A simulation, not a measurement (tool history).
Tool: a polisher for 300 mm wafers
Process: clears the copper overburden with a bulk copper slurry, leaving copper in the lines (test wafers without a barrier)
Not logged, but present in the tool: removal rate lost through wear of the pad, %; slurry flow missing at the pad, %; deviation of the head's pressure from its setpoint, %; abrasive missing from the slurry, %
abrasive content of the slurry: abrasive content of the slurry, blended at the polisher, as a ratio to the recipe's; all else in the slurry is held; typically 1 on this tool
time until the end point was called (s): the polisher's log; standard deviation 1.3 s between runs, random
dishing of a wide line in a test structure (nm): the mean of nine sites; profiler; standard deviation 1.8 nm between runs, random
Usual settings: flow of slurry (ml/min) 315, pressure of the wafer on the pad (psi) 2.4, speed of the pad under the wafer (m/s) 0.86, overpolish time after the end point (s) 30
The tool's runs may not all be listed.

| run | hour | flow of slurry (ml/min) | pressure of the wafer on the pad (psi) | speed of the pad under the wafer (m/s) | abrasive content of the slurry | overpolish time after the end point (s) | wafers since the last listed run | wafers polished on this pad | hours since the slurry nozzle was cleaned | hours since the head pressure was calibrated | hours since the slurry blender was calibrated | incoming thickness of the incoming film, nm | time until the end point was called (s) | dishing of a wide line in a test structure (nm) |
|---|---|---|---|---|---|---|---|---|---|---|---|---|---|---|
| 1 | 0 | 315 | 2.4 | 0.68 | 0.9 | 30 | 0 | 1120 | 123.1 | 240.5 | 67.8 | 726 | 114.3 | 85.3 |
| 2 | 21.1 | 315 | 2.4 | 0.68 | 0.9 | 30 | 112 | 1233 | 144.2 | 261.6 | 88.9 | 741.9 | 117.7 | 86.5 |
|  | 38.1 | worn pad replaced by a new one |
| 3 | 56.4 | 315 | 2.4 | 0.68 | 0.9 | 30 | 166 | 97 | 179.5 | 296.9 | 124.2 | 737.4 | 114.8 | 83.7 |
| 4 | 89.7 | 315 | 1.9 | 0.86 | 1 | 30 | 177 | 275 | 212.8 | 330.2 | 157.5 | 724 | 121.1 | 78.3 |
|  | 107.1 | slurry nozzle cleaned |
| 5 | 113.4 | 315 | 2.4 | 0.86 | 1 | 30 | 121 | 396 | 6.3 | 353.9 | 181.2 | 731.9 | 89.2 | 93.7 |
| 6 | 143 | 315 | 2.4 | 0.86 | 1 | 30 | 157 | 554 | 35.9 | 383.5 | 210.8 | 730.7 | 90.8 | 91.2 |
| 7 | 161.9 | 315 | 2.4 | 0.86 | 1 | 44 | 100 | 654 | 54.8 | 402.4 | 229.7 | 728.9 | 90.7 | 106.1 |
| 8 | 192.4 | 315 | 2.4 | 0.86 | 1 | 30 | 162 | 817 | 85.3 | 432.9 | 260.2 | 727.5 | 94.6 | 93.3 |
|  | 210.7 | slurry blender recalibrated |
| 9 | 223.3 | 315 | 2.4 | 0.86 | 1 | 30 | 154 | 971 | 116.2 | 463.8 | 12.6 | 733.2 | 94.4 | 93.5 |
| 10 | 249 | 315 | 2.4 | 0.86 | 1 | 30 | 137 | 1108 | 141.9 | 489.5 | 38.3 | 743.7 | 97.2 | 92.9 |
| 11 | 267.9 | 365 | 2.4 | 0.86 | 1 | 30 | 100 | 1209 | 160.8 | 508.4 | 57.2 | 741.2 | 94.7 | 92.8 |
|  | 280.4 | worn pad replaced by a new one |
| 12 | 281.5 | 315 | 1.9 | 0.86 | 1.15 | 30 | 51 | 5 | 174.4 | 522 | 70.8 | 724.5 | 113.3 | 83 |
| 13 | 312.5 | 315 | 2.4 | 0.86 | 1 | 30 | 165 | 171 | 205.4 | 553 | 101.8 | 733.8 | 96.2 | 93.8 |
|  | 327.7 | head pressure recalibrated |
|  | 352.7 | slurry nozzle cleaned |
| 14 | 360.8 | 315 | 2.4 | 0.86 | 1 | 44 | 241 | 412 | 8.1 | 33.1 | 150.1 | 736.2 | 92.2 | 102.8 |
| 15 | 383.4 | 275 | 1.9 | 1.14 | 0.85 | 30 | 120 | 533 | 30.7 | 55.7 | 172.7 | 728.8 | 101 | 82.8 |
| 16 | 417.9 | 315 | 2.7 | 0.86 | 1 | 30 | 184 | 717 | 65.2 | 90.2 | 207.2 | 734.2 | 86.3 | 103.1 |
| 17 | 448.1 | 215 | 2.9 | 1.14 | 1 | 30 | 161 | 878 | 95.4 | 120.4 | 237.4 | 726.9 | 68.9 | 105.8 |
|  | 479.8 | slurry blender recalibrated |
| 18 | 482.7 | 235 | 2.4 | 1.04 | 0.75 | 30 | 173 | 1052 | 130 | 155 | 2.9 | 742.3 | 98.7 | 92.1 |
| 19 | 515.5 | 315 | 2.4 | 0.86 | 1 | 30 | 174 | 1227 | 162.8 | 187.8 | 35.7 | 735.8 | 96.5 | 89.2 |
| 20 | 533.5 | 315 | 2.6 | 0.86 | 1 | 30 | 96 | 1323 | 180.8 | 205.8 | 53.7 | 749.1 | 94.2 | 98 |
| 21 | 550 | 315 | 2.4 | 0.86 | 1 | 30 | 88 | 1411 | 197.3 | 222.3 | 70.2 | 738 | 96.4 | 91.2 |

Branching from run 21: 5 alternative next runs. What would each branch give?
| A | 550.5 | 315 | 2.4 | 0.86 | 1 | 30 | 2 | 1414 | 197.8 | 222.8 | 70.7 | 739.9 | ? | ? |
| B | 550.5 | 230 | 2.4 | 0.86 | 1 | 30 | 2 | 1414 | 197.8 | 222.8 | 70.7 | 739.9 | ? | ? |
| C | 550.5 | 280 | 2 | 0.86 | 1 | 20 | 2 | 1414 | 197.8 | 222.8 | 70.7 | 739.9 | ? | ? |
| D | 550.5 | 390 | 2.4 | 0.86 | 1 | 30 | 2 | 1414 | 197.8 | 222.8 | 70.7 | 739.9 | ? | ? |
| E | 550.5 | 410 | 1.8 | 0.56 | 1 | 37 | 2 | 1414 | 197.8 | 222.8 | 70.7 | 739.9 | ? | ? |

| run | time until the end point was called (s) | dishing of a wide line in a test structure (nm) |
|---|---|---|
| A | 99.2 | 90.6 |
| B | 105.9 | 88.2 |
| C | 120.2 | 64.8 |
| D | 96 | 91.7 |
| E | 157.6 | 76 |
With the hidden condition removed and each run's random variation left untouched, the same runs would have given:
| run | time until the end point was called (s) | dishing of a wide line in a test structure (nm) |
|---|---|---|
| A | 92 | 93.2 |
| B | 95.4 | 92 |
| C | 110.4 | 68 |
| D | 90.4 | 93.8 |
| E | 148.8 | 77.9 |

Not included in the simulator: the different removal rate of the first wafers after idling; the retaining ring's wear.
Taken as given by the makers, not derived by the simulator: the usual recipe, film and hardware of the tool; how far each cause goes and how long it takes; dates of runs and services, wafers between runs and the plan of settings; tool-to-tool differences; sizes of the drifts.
